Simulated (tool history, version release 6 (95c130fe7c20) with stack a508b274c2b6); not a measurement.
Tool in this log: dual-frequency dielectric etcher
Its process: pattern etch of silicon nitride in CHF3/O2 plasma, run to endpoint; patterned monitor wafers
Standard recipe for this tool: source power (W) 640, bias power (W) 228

| run | hour | source power (W) | bias power (W) | wafers since the last listed run | hours since the last wet clean | hours since the last source power generator calibration | hours since the last bias power generator calibration | hours since the last upper electrode change | incoming incoming film thickness, nm | endpoint time (s) |
|---|---|---|---|---|---|---|---|---|---|---|
| 1 | 0.0 | 640 | 228 | 0 | 72.4 | 3522.5 | 2341.0 | 1391.7 | 109.8 | 69.2 |
| 2 | 57.5 | 640 | 228 | 539 | 129.9 | 3580.0 | 2398.5 | 1449.2 | 109.5 | 69.1 |
| 3 | 208.5 | 640 | 228 | 1415 | 280.9 | 3731.0 | 2549.5 | 1600.2 | 109.2 | 67.7 |
| 4 | 285.6 | 640 | 228 | 722 | 358.0 | 3808.1 | 2626.6 | 1677.3 | 111.0 | 68.8 |
| 5 | 344.1 | 640 | 228 | 548 | 416.5 | 3866.6 | 2685.1 | 1735.8 | 109.9 | 67.8 |
| 6 | 443.4 | 640 | 228 | 930 | 515.8 | 3965.9 | 2784.4 | 1835.1 | 110.4 | 67.9 |
| 7 | 490.4 | 640 | 207 | 440 | 562.8 | 4012.9 | 2831.4 | 1882.1 | 110.3 | 69.5 |
|  | 539.2 | wet clean of the chamber |
|  | 585.5 | source power generator calibrated |
| 8 | 588.6 | 640 | 207 | 658 | 49.4 | 3.1 | 2929.6 | 1980.3 | 110.6 | 71.5 |
| 9 | 671.6 | 720 | 249 | 778 | 132.4 | 86.1 | 3012.6 | 2063.3 | 110.8 | 64.1 |
| 10 | 736.4 | 700 | 203 | 607 | 197.2 | 150.9 | 3077.4 | 2128.1 | 109.1 | 67.9 |
| 11 | 777.5 | 600 | 228 | 385 | 238.3 | 192.0 | 3118.5 | 2169.2 | 109.2 | 68.7 |
|  | 825.0 | upper electrode replaced, of another model than before |
| 12 | 853.4 | 640 | 267 | 486 | 314.2 | 267.9 | 3194.4 | 28.4 | 110.2 | 62.0 |
| 13 | 905.2 | 570 | 211 | 485 | 366.0 | 319.7 | 3246.2 | 80.2 | 111.8 | 75.8 |
| 14 | 987.4 | 640 | 228 | 770 | 448.2 | 401.9 | 3328.4 | 162.4 | 111.0 | 67.6 |
| 15 | 1047.9 | 640 | 174 | 567 | 508.7 | 462.4 | 3388.9 | 222.9 | 110.5 | 78.3 |
|  | 1104.0 | wet clean of the chamber |
|  | 1155.1 | bias power generator calibrated |
| 16 | 1337.6 | 600 | 284 | 2453 | 233.6 | 752.1 | 182.5 | 512.6 | 109.8 | 62.6 |
| 17 | 1398.4 | 710 | 280 | 569 | 294.4 | 812.9 | 243.3 | 573.4 | 110.2 | 58.3 |
| 18 | 1442.7 | 640 | 228 | 415 | 338.7 | 857.2 | 287.6 | 617.7 | 109.7 | 68.5 |
| 19 | 1514.1 | 690 | 228 | 669 | 410.1 | 928.6 | 359.0 | 689.1 | 110.3 | 65.9 |
| 20 | 1597.2 | 530 | 176 | 779 | 493.2 | 1011.7 | 442.1 | 772.2 | 110.2 | 86.2 |
| 21 | 1644.4 | 750 | 281 | 442 | 540.4 | 1058.9 | 489.3 | 819.4 | 110.4 | 56.0 |
| 22 | 1680.9 | 790 | 200 | 342 | 576.9 | 1095.4 | 525.8 | 855.9 | 111.5 | 65.9 |

What would each run have given without the hidden state, its run-to-run variation left as it was?
Hidden conditions of the tool in this case: etch rate over this chamber's usual, %; source power that arrives over what is set, %; bias power that arrives over what is set, %.
| run | endpoint time (s) |
|---|---|
| 1 | 69.3 |
| 2 | 69.5 |
| 3 | 68.7 |
| 4 | 70.2 |
| 5 | 69.4 |
| 6 | 69.9 |
| 7 | 71.8 |
| 8 | 72.6 |
| 9 | 65.5 |
| 10 | 69.6 |
| 11 | 70.6 |
| 12 | 64.1 |
| 13 | 78.6 |
| 14 | 70.4 |
| 15 | 81.8 |
| 16 | 63.5 |
| 17 | 59.3 |
| 18 | 69.9 |
| 19 | 67.5 |
| 20 | 88.8 |
| 21 | 57.9 |
| 22 | 68.3 |
